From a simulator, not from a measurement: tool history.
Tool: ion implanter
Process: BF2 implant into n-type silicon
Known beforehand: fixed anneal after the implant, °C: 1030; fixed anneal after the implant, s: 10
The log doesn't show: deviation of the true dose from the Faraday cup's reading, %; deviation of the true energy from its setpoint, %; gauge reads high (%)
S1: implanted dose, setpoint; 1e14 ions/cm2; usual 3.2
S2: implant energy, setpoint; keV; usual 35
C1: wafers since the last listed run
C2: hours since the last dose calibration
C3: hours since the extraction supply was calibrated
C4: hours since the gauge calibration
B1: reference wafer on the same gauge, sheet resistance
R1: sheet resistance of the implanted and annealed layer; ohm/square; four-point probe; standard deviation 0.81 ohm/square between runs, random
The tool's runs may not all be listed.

| run | hour | S1 | S2 | C1 | C2 | C3 | C4 | B1 | R1 |
|---|---|---|---|---|---|---|---|---|---|
| 1 | 0 | 3.2 | 35 | 0 | 330.7 | 748.1 | 1826.9 | 320.58 | 340.81 |
| 2 | 91.6 | 3.59 | 35 | 2045 | 422.3 | 839.7 | 1918.5 | 320.51 | 309.56 |
| 3 | 132.5 | 3.59 | 35 | 913 | 463.2 | 880.6 | 1959.4 | 320.64 | 308.36 |
| 4 | 181 | 3.59 | 35 | 1082 | 511.7 | 929.1 | 2007.9 | 320.58 | 310.37 |
| 5 | 224.8 | 3.2 | 40 | 977 | 555.5 | 972.9 | 2051.7 | 320.94 | 337.91 |
| 6 | 281.3 | 3.2 | 40 | 1261 | 612 | 1029.4 | 2108.2 | 320.97 | 337.24 |
| 7 | 445 | 3.2 | 25.5 | 3655 | 775.7 | 1193.1 | 2271.9 | 320.98 | 354.36 |
| 8 | 503.2 | 3.2 | 25.5 | 1299 | 833.9 | 1251.3 | 2330.1 | 321.21 | 353.39 |
| 9 | 551.3 | 3.2 | 25.5 | 1074 | 882 | 1299.4 | 2378.2 | 321.4 | 354.41 |
|  | 560.7 | Faraday cup replaced and dose calibrated |
| 10 | 642.2 | 2.76 | 29 | 1851 | 81.5 | 1390.3 | 2469.1 | 321.29 | 397.96 |
| 11 | 685.8 | 3.2 | 35 | 973 | 125.1 | 1433.9 | 2512.7 | 321.44 | 343.69 |
| 12 | 732.3 | 3.2 | 35 | 1038 | 171.6 | 1480.4 | 2559.2 | 321.46 | 344.62 |
| 13 | 824.5 | 3.2 | 35 | 2058 | 263.8 | 1572.6 | 2651.4 | 321.6 | 343.95 |
| 14 | 864.6 | 2.7 | 35 | 895 | 303.9 | 1612.7 | 2691.5 | 321.8 | 398.23 |
| 15 | 965.6 | 2.7 | 35 | 2255 | 404.9 | 1713.7 | 2792.5 | 321.99 | 395.61 |
| 16 | 1009.3 | 2.7 | 35 | 975 | 448.6 | 1757.4 | 2836.2 | 322.27 | 398.03 |
| 17 | 1057.3 | 2.45 | 30.5 | 1071 | 496.6 | 1805.4 | 2884.2 | 322.15 | 438.33 |
|  | 1127.2 | gauge calibrated |
| 18 | 1139 | 3.2 | 35 | 1824 | 578.3 | 1887.1 | 11.8 | 317.41 | 338.68 |
|  | 1177.5 | extraction supply calibrated |
| 19 | 1185.9 | 2.7 | 35 | 868 | 625.2 | 8.4 | 58.7 | 317.56 | 391.53 |
| 20 | 1256.4 | 3.59 | 35 | 1574 | 695.7 | 78.9 | 129.2 | 317.63 | 306.9 |
| 21 | 1338.6 | 2.6 | 35 | 1835 | 777.9 | 161.1 | 211.4 | 317.62 | 403.94 |
|  | 1347.9 | Faraday cup replaced and dose calibrated |
| 22 | 1426 | 3.74 | 39.5 | 1772 | 78.1 | 248.5 | 298.8 | 317.81 | 292.6 |
| 23 | 1509.3 | 2.3 | 41 | 1859 | 161.4 | 331.8 | 382.1 | 317.9 | 438.9 |
| 24 | 1560.4 | 2.36 | 46.5 | 1140 | 212.5 | 382.9 | 433.2 | 318.02 | 422.95 |
| 25 | 1617.5 | 3.2 | 35 | 1274 | 269.6 | 440 | 490.3 | 318.14 | 339.96 |
| 26 | 1711.7 | 3.2 | 44.5 | 2103 | 363.8 | 534.2 | 584.5 | 318.04 | 332.02 |
| 27 | 1760.8 | 3.74 | 35 | 1096 | 412.9 | 583.3 | 633.6 | 318.27 | 297.7 |
| 28 | 1869.3 | 3.87 | 39 | 2422 | 521.4 | 691.8 | 742.1 | 318.44 | 286.49 |
| 29 | 1954.7 | 3.2 | 40 | 1906 | 606.8 | 777.2 | 827.5 | 318.68 | 336.73 |
| 30 | 2058.1 | 3.2 | 35 | 2308 | 710.2 | 880.6 | 930.9 | 318.91 | 340.99 |
| 31 | 2151.9 | 3.2 | 35 | 2094 | 804 | 974.4 | 1024.7 | 318.84 | 340.67 |
| 32 | 2221.4 | 2.87 | 42 | 1551 | 873.5 | 1043.9 | 1094.2 | 319.23 | 367.02 |
|  | 2257.4 | Faraday cup replaced and dose calibrated |
| 33 | 2394.4 | 3.2 | 41.5 | 3684 | 137 | 1216.9 | 1267.2 | 319.12 | 335.24 |
| 34 | 2486.6 | 2.77 | 46.5 | 2058 | 229.2 | 1309.1 | 1359.4 | 319.63 | 373.51 |
| 35 | 2530.2 | 3.2 | 35 | 973 | 272.8 | 1352.7 | 1403 | 319.63 | 341 |
| 36 | 2631.7 | 2.86 | 41.5 | 2266 | 374.3 | 1454.2 | 1504.5 | 319.65 | 371.28 |
| 37 | 2682.3 | 2.59 | 42.5 | 1129 | 424.9 | 1504.8 | 1555.1 | 319.84 | 401.11 |

Each row is a separate what-if for the run after 37, all from the same tool condition, not one after another. Results?
| A | 2682.7 | 3.2 | 35 | 8 | 425.3 | 1505.2 | 1555.5 | ? | ? |
| B | 2682.7 | 3.67 | 28 | 8 | 425.3 | 1505.2 | 1555.5 | ? | ? |
| C | 2682.7 | 3.98 | 24 | 8 | 425.3 | 1505.2 | 1555.5 | ? | ? |
| D | 2682.7 | 2.42 | 23 | 8 | 425.3 | 1505.2 | 1555.5 | ? | ? |

| run | B1 | R1 |
|---|---|---|
| A | 319.76 | 340.65 |
| B | 319.76 | 309.75 |
| C | 319.76 | 294.67 |
| D | 319.76 | 450.2 |
Without the tool's hidden state the same runs would have given:
| run | R1 |
|---|---|
| A | 337.63 |
| B | 307 |
| C | 292.06 |
| D | 446.21 |
